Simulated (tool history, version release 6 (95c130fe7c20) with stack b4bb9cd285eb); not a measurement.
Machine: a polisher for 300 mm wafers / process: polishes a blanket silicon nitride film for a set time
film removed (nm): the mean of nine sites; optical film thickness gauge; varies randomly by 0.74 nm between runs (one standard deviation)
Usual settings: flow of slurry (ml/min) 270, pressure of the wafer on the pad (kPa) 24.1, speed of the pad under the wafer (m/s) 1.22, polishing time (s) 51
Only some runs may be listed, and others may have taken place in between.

run    hour  flow of slurry (ml/min)  pressure of the wafer on the pad (kPa)  speed of the pad under the wafer (m/s)  polishing time (s)  wafers since the last listed run  wafers polished on this pad  hours since the slurry nozzle was cleaned  hours since the head pressure was calibrated  incoming thickness of the incoming film, nm  film removed (nm)
  1       0                      270                                    29.6                                    1.22                  51                                 0                         1240                                      634.9                                         475.6                                        912.5              110.1
  2    54.5                      270                                    24.1                                    1.22                  51                               667                         1907                                      689.4                                         530.1                                        914.9               87.9
  3   122.6                      270                                    24.1                                    1.22                  51                               833                         2741                                      757.5                                         598.2                                          895               88.8
  4   205.2                      270                                    24.1                                    1.22                  51                              1011                         3753                                      840.1                                         680.8                                        891.3               89.9
      229.4  -- head pressure recalibrated
  5   243.7                      300                                    24.1                                    1.22                  51                               446                         4200                                      878.6                                          14.3                                          907               87.4
      288.8  -- slurry nozzle cleaned
  6   295.8                      300                                    24.1                                    1.22                  51                               625                         4825                                          7                                          66.4                                        910.4               87.1
      322.4  -- worn pad replaced by a new one
  7   369.4                      270                                    24.1                                    1.22                  51                               852                          575                                       80.6                                           140                                        911.4               85.5
  8   419.1                      270                                    24.1                                    1.22                  38                               608                         1184                                      130.3                                         189.7                                        913.8               65.3
  9   514.4                      270                                    24.1                                     0.9                  51                              1167                         2351                                      225.6                                           285                                        906.8               68.8
 10   611.5                      270                                    24.1                                     0.9                  51                              1189                         3540                                      322.7                                         382.1                                        918.4               68.3
 11   685.6                      270                                    24.1                                    1.48                  51                               907                         4447                                      396.8                                         456.2                                        910.5              103.8
      702.9  -- worn pad replaced by a new one
 12   771.6                      270                                    24.1                                    1.22                  51                              1004                          840                                      482.8                                         542.2                                        892.1                 89
 13     828                      270                                    24.1                                    1.22                  51                               690                         1531                                      539.2                                         598.6                                        896.7               88.9
      888.3  -- head pressure recalibrated
 14     906                      270                                    24.1                                    1.22                  51                               930                         2462                                      617.2                                          17.7                                        898.4                 87
 15  1068.6                      300                                    24.1                                    1.22                  51                              1991                         4453                                      779.8                                         180.3                                          916               88.1
 16  1130.5                      270                                    24.1                                    1.22                  51                               758                         5211                                      841.7                                         242.2                                        899.5               87.9
     1161.7  -- worn pad replaced by a new one
     1169.1  -- slurry nozzle cleaned
 17  1219.3                      270                                    16.5                                    1.22                  51                              1026                          692                                       50.2                                           331                                          900               61.6
 18  1256.2                      270                                    24.1                                    1.22                  51                               451                         1144                                       87.1                                         367.9                                        915.5               89.4
 19  1322.1                      270                                    24.1                                    0.82                  51                               806                         1951                                        153                                         433.8                                        921.9               64.7
 20    1403                      270                                    24.1                                     1.4                  51                               990                         2942                                      233.9                                         514.7                                        902.8               98.4
 21  1469.4                      295                                    19.3                                     1.6                  39                               813                         3755                                      300.3                                         581.1                                        905.5               69.2
 22  1572.9                      365                                    16.5                                     1.1                  62                              1267                         5022                                      403.8                                         684.6                                        924.5               70.9
     1614.2  -- worn pad replaced by a new one
 23  1643.5                      185                                      29                                    0.82                  42                               815                          358                                      474.4                                         755.2                                        904.4               61.4
     1654.8  -- head pressure recalibrated
 24    1711                      270                                    24.1                                     1.6                  51                               802                         1160                                      541.9                                          56.2                                        908.2              105.8
 25  1797.6                      205                                    24.1                                    1.22                  56                              1060                         2221                                      628.5                                         142.8                                        895.5                 92
 26  1855.9                      270                                    29.6                                    1.22                  51                               713                         2935                                      686.8                                         201.1                                        901.6              107.1
 27  2060.9                      225                                      20                                     1.1                  43                              2510                         5445                                      891.8                                         406.1                                        916.9               54.6
     2067.7  -- worn pad replaced by a new one
 28  2101.1                      225                                    24.1                                    1.22                  37                               443                          409                                        932                                         446.3                                        905.5               62.6
 29  2138.8                      270                                    24.1                                    1.22                  51                               461                          870                                      969.7                                           484                                        907.4               88.8

Branching from run 29: 4 alternative next runs. What would each branch give?
  A  2139.2                      270                                    24.1                                    1.22                  51                                 4                          875                                      970.1                                         484.4                                        931.3                  ?
  B  2139.2                      270                                    24.1                                    1.22                  36                                 4                          875                                      970.1                                         484.4                                        931.3                  ?
  C  2139.2                      225                                    28.3                                     1.1                  68                                 4                          875                                      970.1                                         484.4                                        931.3                  ?
  D  2139.2                      270                                    24.1                                    1.22                  37                                 4                          875                                      970.1                                         484.4                                        931.3                  ?

run  film removed (nm)
  A               87.9
  B                 62
  C              123.6
  D               63.8
Stripped of hidden state, with their random variation kept, the same runs would have yielded:
run  film removed (nm)
  A               84.9
  B                 60
  C              119.5
  D               61.6
